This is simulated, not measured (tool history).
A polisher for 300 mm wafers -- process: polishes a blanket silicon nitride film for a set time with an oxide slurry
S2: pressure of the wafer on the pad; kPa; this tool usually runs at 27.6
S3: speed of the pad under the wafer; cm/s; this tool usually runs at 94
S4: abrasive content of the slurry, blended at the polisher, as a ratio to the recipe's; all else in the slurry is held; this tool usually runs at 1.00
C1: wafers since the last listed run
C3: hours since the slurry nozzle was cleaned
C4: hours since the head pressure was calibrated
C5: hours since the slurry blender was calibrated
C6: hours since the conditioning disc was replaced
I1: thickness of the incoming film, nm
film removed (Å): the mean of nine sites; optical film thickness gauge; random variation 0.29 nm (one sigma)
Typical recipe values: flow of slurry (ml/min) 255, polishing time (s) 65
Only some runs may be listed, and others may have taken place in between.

run 1 hour=0.0 | flow_of_slurry_(ml/min)=255 S2=27.6 S3=94 S4=1.00 polishing_time_(s)=65 | C1=0 wafers_polished_on_this_pad=9382 C3=500.5 C4=183.5 C5=203.6 C6=614.5 | I1=294.7 | film_removed_(Å)=393
run 2 hour=45.9 | flow_of_slurry_(ml/min)=325 S2=37.2 S3=78 S4=1.00 polishing_time_(s)=55 | C1=654 wafers_polished_on_this_pad=10036 C3=546.4 C4=229.4 C5=249.5 C6=660.4 | I1=288.7 | film_removed_(Å)=391
-- hour=112.8 worn pad replaced by a new one
run 3 hour=117.2 | flow_of_slurry_(ml/min)=255 S2=27.6 S3=94 S4=1.00 polishing_time_(s)=65 | C1=959 wafers_polished_on_this_pad=63 C3=617.7 C4=300.7 C5=320.8 C6=731.7 | I1=289.0 | film_removed_(Å)=394
-- hour=162.0 conditioning disc replaced and pad reconditioned
-- hour=400.2 slurry nozzle cleaned
run 4 hour=410.3 | flow_of_slurry_(ml/min)=255 S2=27.6 S3=94 S4=1.00 polishing_time_(s)=65 | C1=4136 wafers_polished_on_this_pad=4199 C3=10.1 C4=593.8 C5=613.9 C6=248.3 | I1=294.8 | film_removed_(Å)=384
run 5 hour=463.7 | flow_of_slurry_(ml/min)=255 S2=27.6 S3=94 S4=1.25 polishing_time_(s)=65 | C1=761 wafers_polished_on_this_pad=4960 C3=63.5 C4=647.2 C5=667.3 C6=301.7 | I1=291.6 | film_removed_(Å)=402
run 6 hour=562.5 | flow_of_slurry_(ml/min)=175 S2=37.2 S3=94 S4=1.10 polishing_time_(s)=65 | C1=1408 wafers_polished_on_this_pad=6369 C3=162.3 C4=746.0 C5=766.1 C6=400.5 | I1=286.4 | film_removed_(Å)=485
run 7 hour=598.7 | flow_of_slurry_(ml/min)=255 S2=27.6 S3=94 S4=1.25 polishing_time_(s)=65 | C1=516 wafers_polished_on_this_pad=6885 C3=198.5 C4=782.2 C5=802.3 C6=436.7 | I1=295.1 | film_removed_(Å)=397
-- hour=660.6 slurry blender recalibrated
run 8 hour=672.2 | flow_of_slurry_(ml/min)=300 S2=27.6 S3=122 S4=0.75 polishing_time_(s)=65 | C1=1019 wafers_polished_on_this_pad=7904 C3=272.0 C4=855.7 C5=11.6 C6=510.2 | I1=289.3 | film_removed_(Å)=425
-- hour=695.0 head pressure recalibrated
run 9 hour=758.9 | flow_of_slurry_(ml/min)=315 S2=27.6 S3=94 S4=0.90 polishing_time_(s)=65 | C1=1207 wafers_polished_on_this_pad=9112 C3=358.7 C4=63.9 C5=98.3 C6=596.9 | I1=290.8 | film_removed_(Å)=399
run 10 hour=809.0 | flow_of_slurry_(ml/min)=255 S2=27.6 S3=94 S4=1.00 polishing_time_(s)=65 | C1=714 wafers_polished_on_this_pad=9826 C3=408.8 C4=114.0 C5=148.4 C6=647.0 | I1=296.6 | film_removed_(Å)=402
-- hour=892.3 worn pad replaced by a new one
-- hour=954.7 conditioning disc replaced and pad reconditioned
-- hour=1110.9 slurry nozzle cleaned
run 11 hour=1121.2 | flow_of_slurry_(ml/min)=180 S2=27.6 S3=94 S4=1.25 polishing_time_(s)=65 | C1=4351 wafers_polished_on_this_pad=3221 C3=10.3 C4=426.2 C5=460.6 C6=166.5 | I1=287.8 | film_removed_(Å)=392
run 12 hour=1199.4 | flow_of_slurry_(ml/min)=325 S2=27.6 S3=94 S4=1.00 polishing_time_(s)=65 | C1=1114 wafers_polished_on_this_pad=4336 C3=88.5 C4=504.4 C5=538.8 C6=244.7 | I1=287.5 | film_removed_(Å)=395
run 13 hour=1271.7 | flow_of_slurry_(ml/min)=255 S2=31.0 S3=94 S4=1.00 polishing_time_(s)=65 | C1=1030 wafers_polished_on_this_pad=5367 C3=160.8 C4=576.7 C5=611.1 C6=317.0 | I1=287.2 | film_removed_(Å)=430
run 14 hour=1350.9 | flow_of_slurry_(ml/min)=255 S2=27.6 S3=94 S4=1.00 polishing_time_(s)=65 | C1=1129 wafers_polished_on_this_pad=6496 C3=240.0 C4=655.9 C5=690.3 C6=396.2 | I1=285.1 | film_removed_(Å)=378
run 15 hour=1418.8 | flow_of_slurry_(ml/min)=255 S2=27.6 S3=94 S4=1.00 polishing_time_(s)=65 | C1=968 wafers_polished_on_this_pad=7464 C3=307.9 C4=723.8 C5=758.2 C6=464.1 | I1=288.2 | film_removed_(Å)=374
-- hour=1512.8 slurry blender recalibrated
run 16 hour=1591.5 | flow_of_slurry_(ml/min)=255 S2=27.6 S3=94 S4=1.00 polishing_time_(s)=65 | C1=2433 wafers_polished_on_this_pad=9898 C3=480.6 C4=896.5 C5=78.7 C6=636.8 | I1=291.7 | film_removed_(Å)=360
-- hour=1607.2 head pressure recalibrated
-- hour=1663.6 conditioning disc replaced and pad reconditioned
run 17 hour=1676.3 | flow_of_slurry_(ml/min)=295 S2=27.6 S3=106 S4=1.20 polishing_time_(s)=76 | C1=1151 wafers_polished_on_this_pad=11050 C3=565.4 C4=69.1 C5=163.5 C6=12.7 | I1=284.1 | film_removed_(Å)=548
run 18 hour=1765.4 | flow_of_slurry_(ml/min)=255 S2=27.6 S3=94 S4=1.10 polishing_time_(s)=65 | C1=1270 wafers_polished_on_this_pad=12320 C3=654.5 C4=158.2 C5=252.6 C6=101.8 | I1=289.4 | film_removed_(Å)=408
-- hour=1810.9 slurry nozzle cleaned
-- hour=1818.9 worn pad replaced by a new one
run 19 hour=1836.2 | flow_of_slurry_(ml/min)=255 S2=27.6 S3=94 S4=1.00 polishing_time_(s)=65 | C1=938 wafers_polished_on_this_pad=246 C3=25.3 C4=229.0 C5=323.4 C6=172.6 | I1=289.2 | film_removed_(Å)=397
run 20 hour=1910.3 | flow_of_slurry_(ml/min)=305 S2=23.4 S3=94 S4=1.25 polishing_time_(s)=65 | C1=1056 wafers_polished_on_this_pad=1302 C3=99.4 C4=303.1 C5=397.5 C6=246.7 | I1=293.1 | film_removed_(Å)=370
run 21 hour=1947.5 | flow_of_slurry_(ml/min)=255 S2=27.6 S3=94 S4=1.00 polishing_time_(s)=65 | C1=530 wafers_polished_on_this_pad=1832 C3=136.6 C4=340.3 C5=434.7 C6=283.9 | I1=287.4 | film_removed_(Å)=396
run 22 hour=2048.8 | flow_of_slurry_(ml/min)=195 S2=27.6 S3=106 S4=1.00 polishing_time_(s)=65 | C1=1444 wafers_polished_on_this_pad=3277 C3=237.9 C4=441.6 C5=536.0 C6=385.2 | I1=288.8 | film_removed_(Å)=411
run 23 hour=2099.3 | flow_of_slurry_(ml/min)=255 S2=27.6 S3=108 S4=0.85 polishing_time_(s)=73 | C1=719 wafers_polished_on_this_pad=3997 C3=288.4 C4=492.1 C5=586.5 C6=435.7 | I1=285.1 | film_removed_(Å)=461
run 24 hour=2195.2 | flow_of_slurry_(ml/min)=255 S2=27.6 S3=94 S4=1.25 polishing_time_(s)=76 | C1=1367 wafers_polished_on_this_pad=5364 C3=384.3 C4=588.0 C5=682.4 C6=531.6 | I1=295.2 | film_removed_(Å)=479

Branching from run 24: 5 alternative next runs. What would each branch give?
run A hour=2195.6 | flow_of_slurry_(ml/min)=255 S2=27.6 S3=94 S4=1.00 polishing_time_(s)=46 | C1=5 wafers_polished_on_this_pad=5370 C3=384.7 C4=588.4 C5=682.8 C6=532.0 | I1=288.3 | film_removed_(Å)=?
run B hour=2195.6 | flow_of_slurry_(ml/min)=255 S2=21.4 S3=94 S4=0.75 polishing_time_(s)=53 | C1=5 wafers_polished_on_this_pad=5370 C3=384.7 C4=588.4 C5=682.8 C6=532.0 | I1=288.3 | film_removed_(Å)=?
run C hour=2195.6 | flow_of_slurry_(ml/min)=295 S2=22.1 S3=94 S4=0.70 polishing_time_(s)=81 | C1=5 wafers_polished_on_this_pad=5370 C3=384.7 C4=588.4 C5=682.8 C6=532.0 | I1=288.3 | film_removed_(Å)=?
run D hour=2195.6 | flow_of_slurry_(ml/min)=255 S2=27.6 S3=94 S4=0.85 polishing_time_(s)=65 | C1=5 wafers_polished_on_this_pad=5370 C3=384.7 C4=588.4 C5=682.8 C6=532.0 | I1=288.3 | film_removed_(Å)=?
run E hour=2195.6 | flow_of_slurry_(ml/min)=255 S2=22.8 S3=94 S4=1.20 polishing_time_(s)=65 | C1=5 wafers_polished_on_this_pad=5370 C3=384.7 C4=588.4 C5=682.8 C6=532.0 | I1=288.3 | film_removed_(Å)=?

run=A film_removed_(Å)=271
run=B film_removed_(Å)=226
run=C film_removed_(Å)=353
run=D film_removed_(Å)=364
run=E film_removed_(Å)=338
Had the tool no hidden state, the same runs would have come out as:
run=A film_removed_(Å)=280
run=B film_removed_(Å)=233
run=C film_removed_(Å)=364
run=D film_removed_(Å)=376
run=E film_removed_(Å)=349
